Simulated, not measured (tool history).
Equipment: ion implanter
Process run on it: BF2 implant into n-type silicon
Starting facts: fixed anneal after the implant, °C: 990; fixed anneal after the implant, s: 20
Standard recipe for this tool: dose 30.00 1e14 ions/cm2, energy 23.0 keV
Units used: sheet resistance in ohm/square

run,hour,dose,energy,wafers since the last listed run,hours since the last dose calibration,hours since the extraction supply was calibrated,hours since the gauge calibration,"read-back reference wafer on the same gauge, sheet resistance",sheet resistance
1,0.0,32.49,17.0,0,1957.1,5278.4,439.6,199.71,199.43
2,32.2,32.49,17.0,1026,1989.3,5310.6,471.8,200.00,200.09
# hour 40.8: gauge calibrated
3,101.9,32.49,17.0,2222,2059.0,5380.3,61.1,196.74,196.26
4,157.3,30.00,23.0,1766,2114.4,5435.7,116.5,196.82,171.74
5,222.1,30.00,23.0,2066,2179.2,5500.5,181.3,197.22,172.20
# hour 260.1: extraction supply calibrated
6,264.3,30.00,23.0,1090,2221.4,4.2,223.5,197.47,172.48
7,334.4,30.00,23.0,2235,2291.5,74.3,293.6,197.97,172.97
# hour 351.1: Faraday cup replaced and dose calibrated
8,396.2,30.00,31.0,1715,45.1,136.1,355.4,198.36,149.13
9,464.5,33.45,19.5,2177,113.4,204.4,423.7,199.14,185.80
# hour 513.9: gauge calibrated
10,529.0,23.40,29.5,2056,177.9,268.9,15.1,196.97,154.61
11,583.4,30.00,23.0,1734,232.3,323.3,69.5,197.02,172.09
12,612.8,30.00,28.5,937,261.7,352.7,98.9,197.03,154.58
13,658.3,22.16,17.0,1450,307.2,398.2,144.4,197.30,204.63
14,692.1,30.00,23.0,1077,341.0,432.0,178.2,197.42,172.47
15,743.7,24.74,27.5,1645,392.6,483.6,229.8,197.67,161.00

Below, some changes in sheet resistance between adjacent runs. For each, the amount present without the hidden state too (settings, incoming material, random variation) and the amount remaining for the hidden state with gauge scatter not shared by both compared results:
The hidden state here: deviation of the true dose from the Faraday cup's reading, %; deviation of the true energy from its setpoint, %; gauge reads high (%).
Run 2 -> 3: gauge calibrated. sheet resistance -3.83 ohm/square: hidden state -3.30, all else -0.53.
Run 12 -> 13: dose 30.00 -> 22.16, energy 28.5 -> 17.0. sheet resistance +50.05 ohm/square: hidden state +0.18, all else +49.87.
